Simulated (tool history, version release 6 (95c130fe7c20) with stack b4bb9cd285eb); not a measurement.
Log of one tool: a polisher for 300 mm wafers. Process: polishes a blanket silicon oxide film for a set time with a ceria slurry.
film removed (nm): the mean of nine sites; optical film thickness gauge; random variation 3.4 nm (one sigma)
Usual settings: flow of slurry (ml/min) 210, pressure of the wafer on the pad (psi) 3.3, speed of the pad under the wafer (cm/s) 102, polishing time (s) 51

run,hour,flow of slurry (ml/min),pressure of the wafer on the pad (psi),speed of the pad under the wafer (cm/s),polishing time (s),"incoming thickness of the incoming film, nm",film removed (nm)
1,0.0,210,3.3,102,51,802.0,264.5
2,21.3,210,3.3,102,51,802.3,260.2
3,39.6,210,3.3,102,51,791.0,259.8
4,75.3,210,3.3,118,51,798.2,293.3
5,97.3,210,3.3,118,51,807.5,289.4
# hour 110.1: slurry nozzle cleaned
6,110.6,210,3.3,80,63,796.0,242.8
7,130.0,210,3.3,102,51,798.8,251.4
8,142.6,210,3.3,102,51,790.3,244.2
9,165.2,210,3.3,102,51,788.4,243.6
10,183.2,210,3.3,102,51,800.6,241.9
# hour 188.9: worn pad replaced by a new one, of another model than before
11,195.4,210,3.3,102,58,794.8,308.5
12,213.6,210,3.3,102,58,802.8,308.8
13,240.5,210,3.3,102,51,806.9,265.8
14,264.5,210,3.3,102,51,789.9,263.9
# hour 321.5: head pressure recalibrated
15,328.7,210,4.0,78,51,800.9,243.2
16,342.2,210,4.2,102,51,793.9,302.6
17,364.7,210,3.0,102,38,800.2,178.4
18,388.1,210,3.3,122,51,817.2,282.6
# hour 397.1: slurry nozzle cleaned
# hour 452.3: worn pad replaced by a new one
19,487.7,270,3.6,124,62,807.1,411.6
20,515.8,210,3.3,102,51,804.9,259.5
21,535.5,210,3.3,102,51,811.3,262.9
22,548.3,155,3.3,118,51,801.2,282.3
23,566.5,210,2.2,102,51,794.1,198.9
24,638.5,260,4.3,88,51,792.8,273.1
25,654.3,185,4.0,102,51,788.6,278.9
# hour 658.7: worn pad replaced by a new one
26,684.4,210,3.3,102,51,788.4,268.2

Forecast run 27:
# hour 703.7: slurry nozzle cleaned
27,710.5,210,3.3,102,51,804.3,?

Run 27 gave film removed (nm) 259.3.
Without the tool's hidden state the same run would have given film removed (nm) 268.6.
